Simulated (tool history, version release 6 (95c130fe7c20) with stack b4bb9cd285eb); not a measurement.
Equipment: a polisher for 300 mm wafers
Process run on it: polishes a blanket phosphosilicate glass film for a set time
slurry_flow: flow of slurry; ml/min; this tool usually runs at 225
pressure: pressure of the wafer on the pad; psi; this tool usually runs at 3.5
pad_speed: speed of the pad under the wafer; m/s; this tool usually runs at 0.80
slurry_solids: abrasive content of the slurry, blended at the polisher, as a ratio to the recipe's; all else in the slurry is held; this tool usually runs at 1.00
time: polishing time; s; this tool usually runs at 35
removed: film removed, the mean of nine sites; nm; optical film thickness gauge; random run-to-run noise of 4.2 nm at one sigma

run    hour  slurry_flow  pressure  pad_speed  slurry_solids  time  wafers since the last listed run  wafers polished on this pad  hours since the slurry nozzle was cleaned  hours since the head pressure was calibrated  hours since the slurry blender was calibrated  hours since the conditioning disc was replaced  incoming thickness of the incoming film, nm  removed
  1     0.0          225       3.5       0.80           0.80    35                                 0                         1603                                      369.0                                         361.7                                           47.9                                            87.6                                       3233.7    285.4
  2    49.7          225       3.5       0.80           1.20    35                               631                         2234                                      418.7                                         411.4                                           97.6                                           137.3                                       3264.0    346.5
  3   134.6          225       3.5       0.80           1.00    35                              1078                         3313                                      503.6                                         496.3                                          182.5                                           222.2                                       3215.1    313.2
      178.0  -- slurry nozzle cleaned
  4   240.8          225       3.5       0.80           1.00    35                              1336                         4650                                       62.8                                         602.5                                          288.7                                           328.4                                       3217.8    316.7
      258.3  -- worn pad replaced by a new one
      338.4  -- conditioning disc replaced and pad reconditioned
  5   340.5          225       3.5       0.80           1.00    35                              1190                         1019                                      162.5                                         702.2                                          388.4                                             2.1                                       3223.2    328.2
      380.2  -- slurry blender recalibrated
  6   621.0          225       3.5       0.80           1.00    35                              3539                         4558                                      443.0                                         982.7                                          240.8                                           282.6                                       3270.3    326.3
      659.7  -- head pressure recalibrated
      681.2  -- worn pad replaced by a new one
  7   710.0          225       3.5       0.80           1.00    35                              1054                          365                                      532.0                                          50.3                                          329.8                                           371.6                                       3198.4    316.6
      722.9  -- slurry nozzle cleaned
      766.2  -- conditioning disc replaced and pad reconditioned
  8   775.7          225       3.5       0.80           1.00    35                               796                         1162                                       52.8                                         116.0                                          395.5                                             9.5                                       3168.2    324.9
      784.0  -- slurry blender recalibrated
  9   856.8          225       3.5       0.80           1.00    35                              1005                         2167                                      133.9                                         197.1                                           72.8                                            90.6                                       3242.3    322.5
 10   938.8          225       3.5       0.80           1.00    35                              1042                         3209                                      215.9                                         279.1                                          154.8                                           172.6                                       3259.1    320.3
 11  1003.5          225       3.5       0.80           1.00    35                               822                         4031                                      280.6                                         343.8                                          219.5                                           237.3                                       3259.4    313.0
     1072.4  -- worn pad replaced by a new one
 12  1110.5          225       3.5       0.80           1.00    35                              1308                          483                                      387.6                                         450.8                                          326.5                                           344.3                                       3249.9    324.6
 13  1179.5          225       3.5       0.80           1.00    27                               876                         1360                                      456.6                                         519.8                                          395.5                                           413.3                                       3203.3    250.2
     1225.6  -- conditioning disc replaced and pad reconditioned
     1226.7  -- slurry blender recalibrated
 14  1227.2          295       3.5       0.80           1.00    35                               566                         1927                                      504.3                                         567.5                                            0.5                                             1.6                                       3226.4    330.9
 15  1291.3          225       2.6       0.80           1.00    44                               814                         2741                                      568.4                                         631.6                                           64.6                                            65.7                                       3258.8    299.1
 16  1366.0          225       3.5       0.80           0.80    35                               949                         3691                                      643.1                                         706.3                                          139.3                                           140.4                                       3222.9    280.9
 17  1422.1          225       3.5       0.80           0.85    35                               712                         4403                                      699.2                                         762.4                                          195.4                                           196.5                                       3214.4    290.5
     1436.0  -- slurry nozzle cleaned
     1443.1  -- worn pad replaced by a new one
 18  1499.4          225       3.5       0.80           1.30    35                               918                          715                                       63.4                                         839.7                                          272.7                                           273.8                                       3236.1    356.3
 19  1545.5          225       2.4       1.02           1.00    31                               585                         1301                                      109.5                                         885.8                                          318.8                                           319.9                                       3188.0    238.4
 20  1610.9          165       4.7       0.96           1.00    31                               831                         2132                                      174.9                                         951.2                                          384.2                                           385.3                                       3239.9    423.1
     1627.3  -- head pressure recalibrated
     1628.7  -- conditioning disc replaced and pad reconditioned
     1638.3  -- slurry blender recalibrated
 21  1702.0          290       3.5       0.80           1.00    35                              1089                         3221                                      266.0                                          74.7                                           63.7                                            73.3                                       3186.4    327.2
 22  1806.2          225       3.5       0.80           1.00    35                              1324                         4545                                      370.2                                         178.9                                          167.9                                           177.5                                       3248.8    322.2
     1847.9  -- worn pad replaced by a new one
 23  1883.1          300       2.5       0.80           1.00    44                               926                          447                                      447.1                                         255.8                                          244.8                                           254.4                                       3182.6    294.4
 24  1990.2          200       2.9       0.96           1.10    35                              1360                         1807                                      554.2                                         362.9                                          351.9                                           361.5                                       3255.0    320.3
     2036.3  -- slurry blender recalibrated
     2056.0  -- conditioning disc replaced and pad reconditioned
 25  2075.1          225       3.5       1.02           1.00    42                              1028                         2836                                      639.1                                         447.8                                           38.8                                            19.1                                       3230.3    459.9

Branching from run 25: 4 alternative next runs. What would each branch give?
  A  2075.5          225       3.5       0.80           1.00    35                                 5                         2841                                      639.5                                         448.2                                           39.2                                            19.5                                       3222.5        ?
  B  2075.5          180       3.2       0.98           1.00    35                                 5                         2841                                      639.5                                         448.2                                           39.2                                            19.5                                       3222.5        ?
  C  2075.5          180       3.5       0.80           1.00    35                                 5                         2841                                      639.5                                         448.2                                           39.2                                            19.5                                       3222.5        ?
  D  2075.5          225       3.5       0.80           1.25    35                                 5                         2841                                      639.5                                         448.2                                           39.2                                            19.5                                       3222.5        ?

run  removed
  A    309.5
  B    324.0
  C    301.3
  D    345.8
With the hidden condition removed and each run's random variation left untouched, the same runs would have given:
run  removed
  A    309.5
  B    324.0
  C    301.3
  D    345.8
